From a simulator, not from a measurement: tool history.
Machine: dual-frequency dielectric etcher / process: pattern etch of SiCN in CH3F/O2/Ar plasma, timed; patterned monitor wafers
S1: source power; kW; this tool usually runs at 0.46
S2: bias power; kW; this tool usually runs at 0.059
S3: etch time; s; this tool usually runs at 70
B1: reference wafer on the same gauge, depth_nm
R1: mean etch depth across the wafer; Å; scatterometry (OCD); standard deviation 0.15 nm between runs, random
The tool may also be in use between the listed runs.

run   hour    S1     S2    S3     B1     R1
  1      0  0.46  0.059    70  24.11  264.5
  2    9.8  0.46  0.054    70  24.13  251.9
  3   24.1  0.46  0.059  86.5  24.11  326.3
  4   32.1  0.46  0.059  86.5   24.1  326.2
  5   40.4  0.46  0.059    70   24.1  264.2
  6   59.5  0.46  0.059    70  24.05  263.7
  7   77.3  0.46  0.052    70  24.13  245.6
  8   85.3  0.46  0.052    70  24.12  245.8
     104.7  -- gauge calibrated
     109.8  -- upper electrode replaced
  9  110.3  0.46  0.059    70  24.13  261.8
 10  115.5  0.46  0.059    70  24.04  264.1
 11  126.5  0.46  0.059    70  24.15  262.6
     134.3  -- source power generator calibrated
 12  139.3  0.46  0.059    70  24.09  260.9
     153.9  -- bias power generator calibrated
 13  154.4  0.46  0.059    70   24.1  265.5
 14  164.5  0.49  0.051    70  24.12  250.4
 15  178.1  0.55  0.059    70  24.06  290.2
 16  190.3  0.46  0.059    70  24.09  264.7
 17    202  0.54  0.059    70  24.13  288.9
 18  219.8  0.46  0.059    70  24.11    263
 19  229.4  0.53  0.064  63.5  24.08  271.1
 20  237.7  0.46  0.065    70  24.09  275.3

What does the tool deliver on the next run?
     268.7  -- wet clean of the chamber
 21  269.2  0.35  0.064  91   ?   ?

For run 21 the tool returned B1 24.08, R1 298.9 Å.
Take away the tool's hidden state, keep the run-to-run variation as it was, and the same run would have given R1 298.9 Å.
